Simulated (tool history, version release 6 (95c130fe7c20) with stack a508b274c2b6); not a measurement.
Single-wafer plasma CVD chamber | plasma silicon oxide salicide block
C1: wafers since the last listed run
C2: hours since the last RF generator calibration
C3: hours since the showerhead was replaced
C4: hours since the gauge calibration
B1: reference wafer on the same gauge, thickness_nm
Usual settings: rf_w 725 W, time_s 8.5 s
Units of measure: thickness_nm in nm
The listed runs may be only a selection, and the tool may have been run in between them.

Run 1, day 0: usual settings; C1 0; C2 992.6; C3 7666.7; C4 153; B1 106.421. Result: thickness_nm 87.539 nm.
Run 2, day 1.029: usual settings; C1 840; C2 1017.3; C3 7691.4; C4 177.7; B1 106.425. Result: thickness_nm 87.464 nm.
Run 3, day 2.133: usual settings; C1 901; C2 1043.8; C3 7717.9; C4 204.2; B1 106.425. Result: thickness_nm 87.826 nm.
Run 4, day 2.746: usual settings but rf_w 635 W; C1 500; C2 1058.5; C3 7732.6; C4 218.9; B1 106.387. Result: thickness_nm 85.522 nm.
Run 5, day 3.592: usual settings but rf_w 635 W; C1 690; C2 1078.8; C3 7752.9; C4 239.2; B1 106.391. Result: thickness_nm 85.416 nm.
Run 6, day 4.725: usual settings but rf_w 635 W; C1 925; C2 1106; C3 7780.1; C4 266.4; B1 106.387. Result: thickness_nm 85.582 nm.
Run 7, day 5.942: usual settings but rf_w 645 W; C1 993; C2 1135.2; C3 7809.3; C4 295.6; B1 106.403. Result: thickness_nm 85.68 nm.
Run 8, day 6.712: usual settings but rf_w 805 W, time_s 9.42 s; C1 629; C2 1153.7; C3 7827.8; C4 314.1; B1 106.399. Result: thickness_nm 98.799 nm.
At day 7.762: gauge calibrated.
Run 9, day 7.842: usual settings but rf_w 805 W, time_s 9.42 s; C1 921; C2 1180.8; C3 7854.9; C4 1.9; B1 106.394. Result: thickness_nm 99.077 nm.
At day 10.854: showerhead replaced.
Run 10, day 11.579: usual settings but rf_w 860 W, time_s 8.95 s; C1 2779; C2 1270.5; C3 17.4; C4 91.6; B1 106.343. Result: thickness_nm 95.547 nm.
At day 12.562: RF generator calibrated.
Run 11, day 12.583: usual settings but rf_w 780 W, time_s 6.81 s; C1 547; C2 0.5; C3 41.5; C4 115.7; B1 106.341. Result: thickness_nm 72.316 nm.
Run 12, day 13.3: usual settings but rf_w 845 W, time_s 9.27 s; C1 585; C2 17.7; C3 58.7; C4 132.9; B1 106.381. Result: thickness_nm 99.962 nm.
Run 13, day 14.338: usual settings; C1 847; C2 42.6; C3 83.6; C4 157.8; B1 106.388. Result: thickness_nm 88.866 nm.
Run 14, day 15.546: usual settings but rf_w 645 W, time_s 8.07 s; C1 986; C2 71.6; C3 112.6; C4 186.8; B1 106.362. Result: thickness_nm 82.153 nm.
Run 15, day 16.888: usual settings; C1 1095; C2 103.8; C3 144.8; C4 219; B1 106.428. Result: thickness_nm 88.703 nm.
Run 16, day 18.167: usual settings but rf_w 870 W, time_s 8.04 s; C1 1044; C2 134.5; C3 175.5; C4 249.7; B1 106.36. Result: thickness_nm 87.033 nm.
Run 17, day 19.125: usual settings but rf_w 680 W, time_s 7.17 s; C1 782; C2 157.5; C3 198.5; C4 272.7; B1 106.374. Result: thickness_nm 73.809 nm.
Run 18, day 20.325: usual settings but rf_w 610 W; C1 979; C2 186.3; C3 227.3; C4 301.5; B1 106.378. Result: thickness_nm 85.658 nm.
Run 19, day 23.575: usual settings; C1 2653; C2 264.3; C3 305.3; C4 379.5; B1 106.389. Result: thickness_nm 88.077 nm.

What if the next run were any one of these 4? Each begins from the tool's condition after run 19:
Run A, day 23.592: usual settings but time_s 7.94 s; C1 13; C2 264.7; C3 305.7; C4 379.9; B1 ?. Result: thickness_nm ?.
Run B, day 23.592: usual settings but time_s 9.7 s; C1 13; C2 264.7; C3 305.7; C4 379.9; B1 ?. Result: thickness_nm ?.
Run C, day 23.592: usual settings but time_s 9.66 s; C1 13; C2 264.7; C3 305.7; C4 379.9; B1 ?. Result: thickness_nm ?.
Run D, day 23.592: usual settings but rf_w 605 W, time_s 9.86 s; C1 13; C2 264.7; C3 305.7; C4 379.9; B1 ?. Result: thickness_nm ?.

run       B1  thickness_nm
  A  106.382        82.465
  B  106.382       100.744
  C  106.382       100.329
  D  106.382        98.986
Without the tool's hidden state the same runs would have given:
run  thickness_nm
  A        83.165
  B       101.599
  C        101.18
  D        99.826
